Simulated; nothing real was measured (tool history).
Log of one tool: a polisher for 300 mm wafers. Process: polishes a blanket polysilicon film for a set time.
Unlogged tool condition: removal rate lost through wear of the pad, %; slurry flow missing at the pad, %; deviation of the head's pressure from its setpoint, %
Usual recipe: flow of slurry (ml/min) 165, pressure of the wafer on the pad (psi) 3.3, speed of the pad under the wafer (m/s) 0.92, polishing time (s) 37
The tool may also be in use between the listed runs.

run    hour  flow of slurry (ml/min)  pressure of the wafer on the pad (psi)  speed of the pad under the wafer (m/s)  polishing time (s)  wafers since the last listed run  wafers polished on this pad  hours since the slurry nozzle was cleaned  hours since the head pressure was calibrated  incoming thickness of the incoming film, nm  film removed (nm)
  1       0                      165                                     3.9                                    1.06                  37                                 0                         4520                                      284.9                                         112.8                                       1714.6              408.9
  2    45.1                      165                                     3.3                                    0.92                  37                               617                         5138                                        330                                         157.9                                       1716.2              292.2
  3      95                      165                                     3.3                                    0.92                  37                               682                         5820                                      379.9                                         207.8                                       1760.1              290.6
  4   165.1                      165                                     3.3                                    0.92                  37                               959                         6780                                        450                                         277.9                                       1721.5              298.8
      177.8  -- worn pad replaced by a new one
  5   203.8                      165                                     3.3                                    0.92                  37                               474                          355                                      488.7                                         316.6                                       1726.6              293.7
      304.2  -- slurry nozzle cleaned
  6   370.6                      165                                     3.3                                    0.92                  37                              2268                         2624                                       66.4                                         483.4                                       1734.3              310.7
  7   415.8                      165                                     3.3                                    0.92                  37                               618                         3242                                      111.6                                         528.6                                       1745.5              309.5
  8   591.1                      165                                     3.3                                    0.92                  37                              2398                         5641                                      286.9                                         703.9                                       1710.3                306
  9   620.3                      165                                     3.3                                    0.92                  37                               399                         6041                                      316.1                                         733.1                                         1760                304
      646.9  -- head pressure recalibrated
 10   670.7                      165                                     3.3                                    0.82                  37                               662                         6703                                      366.5                                          23.8                                       1724.2              268.6
      713.6  -- worn pad replaced by a new one
 11   721.5                      165                                     3.3                                    0.98                  32                               640                          107                                      417.3                                          74.6                                       1717.5              271.4
 12   763.4                      165                                     3.3                                    0.98                  32                               573                          680                                      459.2                                         116.5                                       1704.7                275
 13   820.1                      165                                     3.3                                    0.92                  37                               775                         1456                                      515.9                                         173.2                                       1714.8              297.4
      823.1  -- slurry nozzle cleaned
 14   863.2                      165                                     4.1                                    0.64                  43                               576                         2032                                       40.1                                         216.3                                       1742.7              341.1
 15  1076.3                      165                                     2.7                                    0.92                  37                              2916                         4949                                      253.2                                         429.4                                       1729.5              246.2
 16  1135.6                      165                                     3.3                                    0.92                  37                               811                         5760                                      312.5                                         488.7                                       1728.3                301
 17  1170.4                      120                                     2.4                                    0.92                  31                               476                         6236                                      347.3                                         523.5                                       1708.7              170.9
     1226.1  -- worn pad replaced by a new one
 18  1226.6                      135                                     3.3                                    0.64                  37                               714                            6                                      403.5                                         579.7                                       1743.3              210.3
 19  1278.5                      110                                     3.3                                    0.64                  46                               710                          716                                      455.4                                         631.6                                       1708.9                253
     1284.8  -- head pressure recalibrated
 20  1330.7                      115                                     2.8                                    0.92                  37                               686                         1403                                      507.6                                          45.9                                         1736              231.5
       1364  -- slurry nozzle cleaned
 21  1383.1                      135                                       3                                     1.1                  37                               703                         2107                                       19.1                                          98.3                                       1715.6              332.6
 22  1413.3                      165                                     2.7                                    0.92                  37                               413                         2520                                       49.3                                         128.5                                       1731.6              261.9
 23  1470.9                      165                                     3.3                                    0.92                  37                               788                         3308                                      106.9                                         186.1                                       1744.2              314.7
 24  1501.4                      125                                     4.4                                    1.08                  26                               417                         3726                                      137.4                                         216.6                                       1723.5              317.1
 25  1566.1                      125                                     3.3                                    0.92                  31                               885                         4611                                      202.1                                         281.3                                       1730.2                240
 26  1599.6                      165                                     3.3                                    0.92                  48                               458                         5070                                      235.6                                         314.8                                         1747              392.1
 27    1658                      135                                     3.3                                     1.2                  37                               799                         5869                                        294                                         373.2                                       1752.3              362.6
     1701.7  -- worn pad replaced by a new one
 28  1719.7                      165                                     3.3                                    0.92                  37                               789                          246                                      355.7                                         434.9                                       1729.2                298
 29  1774.6                      225                                     4.4                                    0.92                  42                               751                          997                                      410.6                                         489.8                                       1768.7                480
 30  1808.6                      165                                     3.3                                     0.7                  32                               465                         1462                                      444.6                                         523.8                                       1719.8                209
 31  1834.8                      165                                     3.3                                    0.92                  37                               358                         1821                                      470.8                                           550                                       1762.4              295.5
     1844.7  -- slurry nozzle cleaned
 32  1860.5                      165                                     3.3                                    0.92                  37                               338                         2159                                       15.8                                         575.7                                       1721.5              312.6
 33  1910.4                      185                                     2.3                                    1.14                  41                               682                         2842                                       65.7                                         625.6                                         1716              292.1
     1942.4  -- head pressure recalibrated
 34  1953.2                      165                                     3.3                                    0.92                  37                               558                         3400                                      108.5                                          10.8                                       1751.5              309.4
 35  2018.5                      190                                     3.3                                    0.92                  47                               893                         4293                                      173.8                                          76.1                                       1753.2              399.5
 36  2060.2                      120                                     3.3                                    0.92                  37                               570                         4864                                      215.5                                         117.8                                       1735.1              285.7
 37  2122.7                      165                                     3.3                                    0.98                  32                               855                         5719                                        278                                         180.3                                       1762.5              274.4

Alternative continuations, all from the tool just after run 37; predict every row:
  A  2123.1                      165                                     3.3                                    1.14                  37                                 5                         5725                                      278.4                                         180.7                                       1716.4                  ?
  B  2123.1                      110                                     3.8                                    0.92                  30                                 5                         5725                                      278.4                                         180.7                                       1716.4                  ?
  C  2123.1                      165                                     4.5                                    0.92                  37                                 5                         5725                                      278.4                                         180.7                                       1716.4                  ?
  D  2123.1                      165                                     2.9                                    0.92                  31                                 5                         5725                                      278.4                                         180.7                                       1716.4                  ?

run  film removed (nm)
  A              358.7
  B              260.2
  C              408.8
  D              220.7
Stripped of hidden state, with their random variation kept, the same runs would have yielded:
run  film removed (nm)
  A              381.4
  B                282
  C              434.8
  D              234.8

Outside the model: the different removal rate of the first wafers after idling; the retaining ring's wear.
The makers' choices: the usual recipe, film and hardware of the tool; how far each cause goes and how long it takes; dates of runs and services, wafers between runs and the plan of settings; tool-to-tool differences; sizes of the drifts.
